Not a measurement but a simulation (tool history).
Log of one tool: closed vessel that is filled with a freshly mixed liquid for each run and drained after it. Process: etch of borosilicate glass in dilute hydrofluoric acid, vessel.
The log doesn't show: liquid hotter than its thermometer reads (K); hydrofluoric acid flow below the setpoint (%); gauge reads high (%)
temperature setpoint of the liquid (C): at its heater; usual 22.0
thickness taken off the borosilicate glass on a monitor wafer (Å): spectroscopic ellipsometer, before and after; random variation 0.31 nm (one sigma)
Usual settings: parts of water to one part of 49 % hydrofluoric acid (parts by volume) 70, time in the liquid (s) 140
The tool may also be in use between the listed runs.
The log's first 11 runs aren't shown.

| run | day | temperature setpoint of the liquid (C) | parts of water to one part of 49 % hydrofluoric acid (parts by volume) | time in the liquid (s) | wafers since the last listed run | hours since the thermometer was replaced | hours since the hydrofluoric acid flow meter was replaced | hours since the gauge calibration | read-back film thickness of the borosilicate glass reference wafer, read on the same gauge (nm) | thickness taken off the borosilicate glass on a monitor wafer (Å) |
|---|---|---|---|---|---|---|---|---|---|---|
|  | 33.771 | hydrofluoric acid flow meter replaced |
| 12 | 35.221 | 22.0 | 70 | 140 | 3273 | 899.0 | 34.8 | 970.2 | 130.03 | 461.6 |
| 13 | 38.467 | 26.5 | 50 | 225 | 6100 | 976.9 | 112.7 | 1048.1 | 130.02 | 1285.8 |
| 14 | 42.275 | 25.0 | 70 | 140 | 7157 | 1068.3 | 204.1 | 1139.5 | 130.03 | 521.5 |
|  | 46.075 | thermometer replaced |
| 15 | 46.092 | 26.0 | 70 | 105 | 7094 | 0.4 | 295.7 | 1231.1 | 130.01 | 406.0 |
| 16 | 48.679 | 22.0 | 50 | 140 | 4862 | 62.5 | 357.8 | 1293.2 | 129.99 | 661.2 |
| 17 | 51.533 | 22.0 | 70 | 140 | 5364 | 131.0 | 426.3 | 1361.7 | 129.97 | 459.2 |
| 18 | 53.979 | 19.0 | 70 | 100 | 4596 | 189.7 | 485.0 | 1420.4 | 130.00 | 286.9 |
| 19 | 56.125 | 22.0 | 70 | 140 | 4032 | 241.2 | 536.5 | 1471.9 | 129.99 | 454.6 |
| 20 | 58.479 | 19.5 | 55 | 120 | 4424 | 297.7 | 593.0 | 1528.4 | 130.01 | 452.6 |
| 21 | 60.804 | 17.0 | 70 | 65 | 4369 | 353.5 | 648.8 | 1584.2 | 130.00 | 171.9 |
|  | 61.262 | gauge calibrated |
| 22 | 64.883 | 22.0 | 70 | 140 | 7666 | 451.4 | 746.7 | 86.9 | 129.99 | 450.4 |
| 23 | 68.308 | 20.0 | 95 | 110 | 6437 | 533.6 | 828.9 | 169.1 | 129.97 | 233.1 |
| 24 | 72.108 | 18.0 | 80 | 110 | 7141 | 624.8 | 920.1 | 260.3 | 130.01 | 258.9 |
| 25 | 76.083 | 26.5 | 70 | 170 | 7470 | 720.2 | 1015.5 | 355.7 | 130.00 | 651.5 |
|  | 78.092 | hydrofluoric acid flow meter replaced |
| 26 | 79.850 | 26.5 | 50 | 215 | 7000 | 810.6 | 42.2 | 446.1 | 130.00 | 1213.2 |
| 27 | 82.488 | 20.5 | 70 | 85 | 4956 | 873.9 | 105.5 | 509.4 | 130.00 | 263.1 |
| 28 | 85.046 | 22.0 | 70 | 175 | 4808 | 935.3 | 166.9 | 570.8 | 129.98 | 574.4 |
| 29 | 88.504 | 20.5 | 40 | 90 | 6499 | 1018.3 | 249.9 | 653.8 | 130.00 | 503.8 |
| 30 | 92.825 | 22.0 | 55 | 85 | 8120 | 1122.0 | 353.6 | 757.5 | 130.01 | 357.1 |
|  | 94.483 | thermometer replaced |
| 31 | 96.071 | 22.0 | 70 | 175 | 6021 | 38.1 | 431.5 | 835.4 | 129.99 | 564.3 |
| 32 | 100.158 | 20.5 | 80 | 70 | 7682 | 136.2 | 529.6 | 933.5 | 130.01 | 185.6 |

Forecast each of these 5 alternatives for the next run:
| A | 100.188 | 22.0 | 70 | 140 | 54 | 136.9 | 530.3 | 934.2 | ? | ? |
| B | 100.188 | 18.0 | 100 | 115 | 54 | 136.9 | 530.3 | 934.2 | ? | ? |
| C | 100.188 | 24.0 | 70 | 140 | 54 | 136.9 | 530.3 | 934.2 | ? | ? |
| D | 100.188 | 25.0 | 40 | 170 | 54 | 136.9 | 530.3 | 934.2 | ? | ? |
| E | 100.188 | 18.5 | 70 | 100 | 54 | 136.9 | 530.3 | 934.2 | ? | ? |

| run | read-back film thickness of the borosilicate glass reference wafer, read on the same gauge (nm) | thickness taken off the borosilicate glass on a monitor wafer (Å) |
|---|---|---|
| A | 130.01 | 457.1 |
| B | 130.01 | 215.1 |
| C | 130.01 | 496.0 |
| D | 130.01 | 1143.2 |
| E | 130.01 | 282.1 |
Without the tool's hidden state the same runs would have given:
| run | thickness taken off the borosilicate glass on a monitor wafer (Å) |
|---|---|
| A | 466.1 |
| B | 219.4 |
| C | 505.8 |
| D | 1165.2 |
| E | 287.6 |

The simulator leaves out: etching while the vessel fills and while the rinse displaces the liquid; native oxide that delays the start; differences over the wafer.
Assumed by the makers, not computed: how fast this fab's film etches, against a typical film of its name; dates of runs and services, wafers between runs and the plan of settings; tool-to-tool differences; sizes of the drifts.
